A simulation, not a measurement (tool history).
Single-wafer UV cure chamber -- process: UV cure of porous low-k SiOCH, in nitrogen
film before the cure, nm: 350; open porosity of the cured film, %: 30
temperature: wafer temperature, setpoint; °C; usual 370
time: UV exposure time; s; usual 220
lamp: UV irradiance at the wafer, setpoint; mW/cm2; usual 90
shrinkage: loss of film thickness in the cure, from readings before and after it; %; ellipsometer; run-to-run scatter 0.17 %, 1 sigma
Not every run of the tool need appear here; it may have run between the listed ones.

Run 1, hour 0.0: usual settings. Result: shrinkage 12.662 %.
Run 2, hour 8.5: usual settings. Result: shrinkage 12.654 %.
Run 3, hour 18.7: usual settings. Result: shrinkage 12.730 %.
Run 4, hour 32.7: usual settings but temperature 383 °C. Result: shrinkage 12.761 %.
Run 5, hour 40.9: usual settings. Result: shrinkage 12.390 %.
Run 6, hour 52.3: usual settings. Result: shrinkage 12.177 %.
Run 7, hour 60.4: usual settings. Result: shrinkage 12.035 %.
Run 8, hour 70.9: usual settings. Result: shrinkage 11.822 %.
Run 9, hour 84.3: usual settings but lamp 70 mW/cm2. Result: shrinkage 10.485 %.
Run 10, hour 99.5: usual settings but lamp 70 mW/cm2. Result: shrinkage 10.592 %.
Run 11, hour 109.9: usual settings but temperature 355 °C, time 125 s. Result: shrinkage 8.698 %.
Run 12, hour 126.9: usual settings but temperature 355 °C, time 125 s. Result: shrinkage 8.716 %.
Run 13, hour 136.4: usual settings but temperature 355 °C, time 125 s. Result: shrinkage 8.471 %.
Run 14, hour 145.0: usual settings. Result: shrinkage 11.624 %.
Run 15, hour 154.4: usual settings. Result: shrinkage 11.566 %.
Run 16, hour 172.4: usual settings. Result: shrinkage 11.516 %.
Run 17, hour 184.8: usual settings. Result: shrinkage 11.531 %.
Run 18, hour 191.8: usual settings. Result: shrinkage 11.888 %.
Run 19, hour 210.1: usual settings but lamp 102 mW/cm2. Result: shrinkage 12.215 %.
At hour 231.5: quartz window cleaned.
Run 20, hour 232.0: usual settings but lamp 103 mW/cm2. Result: shrinkage 13.616 %.
Run 21, hour 240.5: usual settings but temperature 386 °C, time 105 s. Result: shrinkage 9.321 %.
At hour 250.2: UV bulbs replaced.
Run 22, hour 259.5: usual settings but temperature 362 °C, time 350 s, lamp 60 mW/cm2. Result: shrinkage 12.788 %.
Run 23, hour 269.9: usual settings. Result: shrinkage 12.254 %.
Run 24, hour 284.4: usual settings. Result: shrinkage 12.379 %.
Run 25, hour 299.6: usual settings but temperature 380 °C, time 330 s, lamp 103 mW/cm2. Result: shrinkage 14.963 %.
Run 26, hour 310.6: usual settings but lamp 104 mW/cm2. Result: shrinkage 12.680 %.
Run 27, hour 327.8: usual settings but temperature 387 °C. Result: shrinkage 12.258 %.
Run 28, hour 343.8: usual settings. Result: shrinkage 11.644 %.
Run 29, hour 396.3: usual settings but temperature 357 °C. Result: shrinkage 11.513 %.
Run 30, hour 411.8: usual settings. Result: shrinkage 11.821 %.
Run 31, hour 422.8: usual settings but time 300 s, lamp 54 mW/cm2. Result: shrinkage 10.845 %.
At hour 443.2: quartz window cleaned.
Run 32, hour 443.7: usual settings but lamp 107 mW/cm2. Result: shrinkage 13.807 %.
Run 33, hour 451.5: usual settings but temperature 385 °C, lamp 77 mW/cm2. Result: shrinkage 11.949 %.
Run 34, hour 469.5: usual settings. Result: shrinkage 12.826 %.
Run 35, hour 480.8: usual settings but temperature 386 °C, time 180 s, lamp 123 mW/cm2. Result: shrinkage 13.158 %.
Run 36, hour 493.2: usual settings. Result: shrinkage 12.402 %.
Run 37, hour 536.2: usual settings. Result: shrinkage 11.793 %.

Exercise: give the hidden state of the tool at every run:
lamp output below its setpoint, %: 0 in every run
H1: transmission lost against a clean window, %
run     H1
  1   2.09
  2   4.44
  3   6.91
  4   9.76
  5   11.2
  6   12.9
  7   13.9
  8   15.1
  9   16.4
 10   17.6
 11   18.3
 12   19.2
 13   19.6
 14   19.9
 15   20.3
 16   20.8
 17     21
 18   21.2
 19   21.5
 20   1.09
 21   3.45
 22   7.79
 23   9.71
 24   11.9
 25   13.8
 26     15
 27   16.4
 28   17.5
 29   19.6
 30     20
 31   20.2
 32  0.835
 33   3.01
 34   7.19
 35   9.31
 36   11.3
 37   15.9
